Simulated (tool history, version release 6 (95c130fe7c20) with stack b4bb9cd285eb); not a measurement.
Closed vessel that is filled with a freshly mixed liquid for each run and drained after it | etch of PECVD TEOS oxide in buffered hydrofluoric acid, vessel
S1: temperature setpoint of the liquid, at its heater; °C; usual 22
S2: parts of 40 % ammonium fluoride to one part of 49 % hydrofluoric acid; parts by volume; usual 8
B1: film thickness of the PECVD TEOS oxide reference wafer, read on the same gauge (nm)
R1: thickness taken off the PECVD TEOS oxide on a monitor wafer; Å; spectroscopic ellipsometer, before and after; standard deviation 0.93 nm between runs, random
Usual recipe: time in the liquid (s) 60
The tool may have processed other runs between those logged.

Run 1, hour 0: usual settings but S2 10 parts by volume; B1 60.03. Result: R1 1148.8 Å.
Run 2, hour 54.1: usual settings but S2 10 parts by volume; B1 59.98. Result: R1 1144.8 Å.
Run 3, hour 81.8: usual settings; B1 60.01. Result: R1 1375 Å.
Run 4, hour 108.6: usual settings; B1 59.98. Result: R1 1391.1 Å.
Run 5, hour 147.4: usual settings; B1 59.98. Result: R1 1397.6 Å.
Run 6, hour 214: usual settings; B1 60.02. Result: R1 1371.3 Å.
Run 7, hour 256.6: usual settings; B1 59.99. Result: R1 1400.7 Å.
Run 8, hour 294.8: usual settings but S1 18 °C; B1 59.99. Result: R1 1116.5 Å.
Run 9, hour 397.7: usual settings but S1 18 °C; B1 59.98. Result: R1 1138.4 Å.
Run 10, hour 428.9: usual settings; B1 60. Result: R1 1416 Å.
At hour 435.2: gauge calibrated.
Run 11, hour 470.6: usual settings but S1 21 °C; B1 59.99. Result: R1 1351 Å.
At hour 509.2: hydrofluoric acid flow meter replaced.
Run 12, hour 537: usual settings but S2 9.5 parts by volume; B1 60.02. Result: R1 1217.7 Å.
Run 13, hour 571.7: usual settings but S2 9.5 parts by volume; B1 60.02. Result: R1 1213.2 Å.
Run 14, hour 610.8: usual settings but S2 9.5 parts by volume; B1 59.99. Result: R1 1216.1 Å.
Run 15, hour 645: usual settings but S1 24.5 °C, S2 7 parts by volume, time in the liquid (s) 75; B1 59.99. Result: R1 2332.7 Å.
Run 16, hour 710.9: usual settings but S1 19.5 °C, time in the liquid (s) 85; B1 60. Result: R1 1745.7 Å.
Run 17, hour 757: usual settings but S2 10.5 parts by volume; B1 60.02. Result: R1 1124.6 Å.
Run 18, hour 817.9: usual settings but S2 11 parts by volume, time in the liquid (s) 30; B1 59.99. Result: R1 543 Å.
Run 19, hour 869.2: usual settings; B1 60.02. Result: R1 1431.9 Å.
Run 20, hour 939.4: usual settings but S2 5.5 parts by volume, time in the liquid (s) 30; B1 60.01. Result: R1 1015.5 Å.
Run 21, hour 1003.9: usual settings; B1 59.99. Result: R1 1454.2 Å.
At hour 1012.8: thermometer replaced.
Run 22, hour 1048.8: usual settings but S1 25 °C, time in the liquid (s) 45; B1 60.01. Result: R1 1136.2 Å.
Run 23, hour 1076: usual settings but S2 6.5 parts by volume, time in the liquid (s) 50; B1 59.99. Result: R1 1308.4 Å.
Run 24, hour 1133.1: usual settings; B1 60. Result: R1 1301.9 Å.
Run 25, hour 1230: usual settings but S1 25.5 °C, S2 10.5 parts by volume, time in the liquid (s) 30; B1 60.02. Result: R1 620.3 Å.
Run 26, hour 1278.7: usual settings; B1 60.04. Result: R1 1312.6 Å.
Run 27, hour 1320: usual settings but S1 25.5 °C, time in the liquid (s) 75; B1 60.03. Result: R1 1989.6 Å.
Run 28, hour 1376.9: usual settings but S1 18 °C, time in the liquid (s) 40; B1 59.98. Result: R1 709.6 Å.
Run 29, hour 1443.9: usual settings but S1 17 °C, S2 10 parts by volume, time in the liquid (s) 70; B1 60. Result: R1 949.3 Å.

Here are 3 independent what-if runs from the current tool condition. What would each one return?
Run A, hour 1444.6: usual settings but time in the liquid (s) 75; B1 ?. Result: R1 ?.
Run B, hour 1444.6: usual settings but S1 18 °C, S2 10 parts by volume, time in the liquid (s) 50; B1 ?. Result: R1 ?.
Run C, hour 1444.6: usual settings but S1 23.5 °C, S2 10.5 parts by volume, time in the liquid (s) 80; B1 ?. Result: R1 ?.

run     B1      R1
  A  60.01  1638.2
  B  60.01   720.2
  C  60.01  1489.6
The same runs, with their run-to-run variation unchanged, on a tool lacking any hidden condition would have given:
run      R1
  A  1543.7
  B   677.5
  C  1404.4
